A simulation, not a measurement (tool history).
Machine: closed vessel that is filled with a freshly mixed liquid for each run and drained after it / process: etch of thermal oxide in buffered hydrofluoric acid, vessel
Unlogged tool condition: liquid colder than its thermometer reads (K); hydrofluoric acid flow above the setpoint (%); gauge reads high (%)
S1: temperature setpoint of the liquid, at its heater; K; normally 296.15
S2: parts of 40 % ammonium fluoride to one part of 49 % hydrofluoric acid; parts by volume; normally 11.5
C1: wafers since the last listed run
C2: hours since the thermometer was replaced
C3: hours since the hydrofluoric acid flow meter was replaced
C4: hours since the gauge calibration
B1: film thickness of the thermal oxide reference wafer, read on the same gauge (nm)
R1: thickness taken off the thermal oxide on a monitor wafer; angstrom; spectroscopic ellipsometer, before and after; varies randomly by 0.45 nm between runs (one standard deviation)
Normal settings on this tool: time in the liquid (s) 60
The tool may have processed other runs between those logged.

Run 1, hour 0.0: usual settings; C1 0; C2 1048.2; C3 1295.6; C4 7.1; B1 59.98. Result: R1 652.5 angstrom.
Run 2, hour 7.7: usual settings; C1 853; C2 1055.9; C3 1303.3; C4 14.8; B1 60.02. Result: R1 660.8 angstrom.
Run 3, hour 22.8: usual settings; C1 1673; C2 1071.0; C3 1318.4; C4 29.9; B1 60.03. Result: R1 655.7 angstrom.
Run 4, hour 33.2: usual settings; C1 1152; C2 1081.4; C3 1328.8; C4 40.3; B1 60.00. Result: R1 657.3 angstrom.
Run 5, hour 43.3: usual settings; C1 1119; C2 1091.5; C3 1338.9; C4 50.4; B1 60.00. Result: R1 659.0 angstrom.
Run 6, hour 53.7: usual settings but S1 297.65 K; C1 1152; C2 1101.9; C3 1349.3; C4 60.8; B1 59.95. Result: R1 706.9 angstrom.
Run 7, hour 62.0: usual settings but S1 297.65 K; C1 919; C2 1110.2; C3 1357.6; C4 69.1; B1 59.98. Result: R1 712.3 angstrom.
Run 8, hour 77.4: usual settings but S2 8.0 parts by volume; C1 1706; C2 1125.6; C3 1373.0; C4 84.5; B1 60.01. Result: R1 921.5 angstrom.
Run 9, hour 84.5: usual settings but S2 8.0 parts by volume; C1 786; C2 1132.7; C3 1380.1; C4 91.6; B1 59.98. Result: R1 925.7 angstrom.
Run 10, hour 101.3: usual settings but S2 8.0 parts by volume; C1 1861; C2 1149.5; C3 1396.9; C4 108.4; B1 59.98. Result: R1 939.9 angstrom.
Run 11, hour 117.1: usual settings but S1 293.65 K; C1 1750; C2 1165.3; C3 1412.7; C4 124.2; B1 60.04. Result: R1 579.3 angstrom.
At hour 130.2: thermometer replaced.
Run 12, hour 157.1: usual settings but S1 293.65 K; C1 4321; C2 26.9; C3 1452.7; C4 164.2; B1 60.01. Result: R1 582.8 angstrom.
Run 13, hour 169.2: usual settings; C1 1340; C2 39.0; C3 1464.8; C4 176.3; B1 60.01. Result: R1 661.8 angstrom.
Run 14, hour 185.2: usual settings; C1 1773; C2 55.0; C3 1480.8; C4 192.3; B1 60.02. Result: R1 660.1 angstrom.
Run 15, hour 238.6: usual settings but S1 300.65 K, S2 9.0 parts by volume, time in the liquid (s) 75; C1 5917; C2 108.4; C3 1534.2; C4 245.7; B1 60.06. Result: R1 1299.0 angstrom.
Run 16, hour 247.7: usual settings; C1 1008; C2 117.5; C3 1543.3; C4 254.8; B1 60.00. Result: R1 662.0 angstrom.
At hour 253.4: gauge calibrated.
Run 17, hour 256.9: usual settings but S2 13.0 parts by volume; C1 1019; C2 126.7; C3 1552.5; C4 3.5; B1 59.98. Result: R1 584.5 angstrom.
Run 18, hour 270.6: usual settings but S1 299.65 K, time in the liquid (s) 70; C1 1518; C2 140.4; C3 1566.2; C4 17.2; B1 59.97. Result: R1 943.4 angstrom.
Run 19, hour 288.0: usual settings but S2 8.0 parts by volume; C1 1928; C2 157.8; C3 1583.6; C4 34.6; B1 59.99. Result: R1 923.5 angstrom.
Run 20, hour 296.7: usual settings but S1 300.65 K, S2 8.5 parts by volume, time in the liquid (s) 50; C1 964; C2 166.5; C3 1592.3; C4 43.3; B1 59.97. Result: R1 928.5 angstrom.
Run 21, hour 308.1: usual settings; C1 1263; C2 177.9; C3 1603.7; C4 54.7; B1 59.97. Result: R1 676.0 angstrom.
At hour 312.3: hydrofluoric acid flow meter replaced.
Run 22, hour 324.2: usual settings but S2 8.5 parts by volume; C1 1673; C2 194.0; C3 11.9; C4 70.8; B1 59.99. Result: R1 795.5 angstrom.
Run 23, hour 331.2: usual settings but S1 298.15 K, S2 7.5 parts by volume, time in the liquid (s) 30; C1 775; C2 201.0; C3 18.9; C4 77.8; B1 59.99. Result: R1 508.3 angstrom.
Run 24, hour 339.1: usual settings but S2 15.5 parts by volume; C1 875; C2 208.9; C3 26.8; C4 85.7; B1 60.01. Result: R1 456.8 angstrom.
Run 25, hour 368.6: usual settings but S1 300.65 K; C1 3269; C2 238.4; C3 56.3; C4 115.2; B1 60.02. Result: R1 778.0 angstrom.
Run 26, hour 379.1: usual settings but time in the liquid (s) 80; C1 1163; C2 248.9; C3 66.8; C4 125.7; B1 60.02. Result: R1 809.2 angstrom.
Run 27, hour 387.3: usual settings but time in the liquid (s) 90; C1 908; C2 257.1; C3 75.0; C4 133.9; B1 59.98. Result: R1 922.5 angstrom.
Run 28, hour 401.5: usual settings but S2 8.0 parts by volume; C1 1573; C2 271.3; C3 89.2; C4 148.1; B1 60.00. Result: R1 849.1 angstrom.

Hidden state or all else? Some run-to-run changes of R1, split into what the settings, what came in and random variation would give without the hidden state, and what is left for the hidden state (with any gauge scatter that isn't in both results):
Run 14 -> 15: S1 296.15 -> 300.65, S2 11.5 -> 9.0, time in the liquid (s) 60 -> 75. R1 +638.9 angstrom: hidden state +72.9, all else +566.0.
Run 15 -> 16: S1 300.65 -> 296.15, S2 9.0 -> 11.5, time in the liquid (s) 75 -> 60. R1 -637.0 angstrom: hidden state -70.6, all else -566.4.
